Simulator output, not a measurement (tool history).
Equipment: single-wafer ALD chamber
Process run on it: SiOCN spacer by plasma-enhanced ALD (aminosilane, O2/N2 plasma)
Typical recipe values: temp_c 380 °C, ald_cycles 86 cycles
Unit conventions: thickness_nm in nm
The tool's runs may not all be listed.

run,day,temp_c,ald_cycles,wafers since the last listed run,hours since the last thermocouple change,hours since the gauge calibration,"read-back reference wafer on the same gauge, thickness_nm",thickness_nm
1,0.000,380,90,0,1195.0,178.3,4.618,5.278
2,2.346,385,86,160,1251.3,234.6,4.612,5.037
3,4.850,380,86,170,1311.4,294.7,4.623,5.048
4,7.367,380,86,171,1371.8,355.1,4.623,5.017
5,10.246,380,86,196,1440.9,424.2,4.620,5.066
# day 10.946: thermocouple changed; heater temperature recalibrated
6,11.846,380,86,86,21.6,462.6,4.616,5.014
# day 12.454: gauge calibrated
7,13.333,380,86,101,57.3,21.1,4.617,5.035
8,14.521,368,80,80,85.8,49.6,4.622,4.669
9,15.788,391,75,86,116.2,80.0,4.625,4.377
10,17.350,380,73,106,153.7,117.5,4.624,4.284
11,18.775,371,72,97,187.9,151.7,4.624,4.207
12,21.371,380,94,177,250.2,214.0,4.623,5.508
13,25.804,373,86,302,356.6,320.4,4.625,5.045
# day 30.175: gauge calibrated
14,30.704,380,76,334,474.2,12.7,4.616,4.444
15,33.392,368,80,183,538.7,77.2,4.623,4.687

Consider 3 possible next runs. They are alternatives, not a sequence: every one starts from the tool as it was left by run 15. What does each give?
A,33.417,387,86,1,539.3,77.8,?,?
B,33.417,369,79,1,539.3,77.8,?,?
C,33.417,370,94,1,539.3,77.8,?,?

run,"read-back reference wafer on the same gauge, thickness_nm",thickness_nm
A,4.618,5.031
B,4.618,4.622
C,4.618,5.499
With no hidden state in the tool, these same runs would have given:
run,thickness_nm
A,5.031
B,4.622
C,5.499

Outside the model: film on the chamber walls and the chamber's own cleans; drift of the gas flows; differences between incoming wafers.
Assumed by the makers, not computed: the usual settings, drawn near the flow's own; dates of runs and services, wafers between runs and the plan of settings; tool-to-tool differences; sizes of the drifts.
